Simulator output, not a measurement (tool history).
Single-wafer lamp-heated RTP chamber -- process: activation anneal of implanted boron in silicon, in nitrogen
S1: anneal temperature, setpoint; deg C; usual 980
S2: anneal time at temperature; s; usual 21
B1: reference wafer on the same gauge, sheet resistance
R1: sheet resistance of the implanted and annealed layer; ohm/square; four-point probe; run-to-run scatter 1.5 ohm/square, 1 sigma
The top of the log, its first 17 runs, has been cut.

run     day    S1  S2      B1      R1
 18  20.725   962  10  299.09  408.27
 19  22.150  1004  21  298.47  353.33
 20  22.933   980  21  299.33  367.85
 21  23.833   980  21  298.85  367.17
     23.958  -- gauge calibrated
 22  25.117   988  33  298.89  360.61
 23  26.283   980  14  299.42  373.77
 24  26.900  1000  28  299.30  354.15
 25  28.258   980  21  299.12  365.73
 26  29.125   980  28  298.88  364.65
 27  30.379   980  29  299.29  363.40
 28  31.212   994  16  299.48  359.77
 29  32.292  1006  25  298.72  354.29
 30  33.550   957  21  298.78  403.64
 31  34.342  1004  11  299.06  358.18
 32  35.308   968  21  299.00  379.38
 33  36.667  1002   9  299.13  358.33
 34  37.617   980  12  299.19  368.06
 35  38.467   980  21  299.14  363.35
 36  39.292   951  11  299.01  427.13
 37  42.121  1004  11  299.13  357.93

Consider 4 possible next runs. They are alternatives, not a sequence: every one starts from the tool as it was left by run 37. What does each give?
  A  42.138   980  21   ?   ?
  B  42.138   980  18   ?   ?
  C  42.138  1009  21   ?   ?
  D  42.138   960  31   ?   ?

run      B1      R1
  A  298.84  362.19
  B  298.84  363.28
  C  298.84  351.24
  D  298.84  380.54
Take away the tool's hidden state, keep each run's random variation, and the runs would have read:
run      R1
  A  367.68
  B  369.12
  C  352.39
  D  392.40
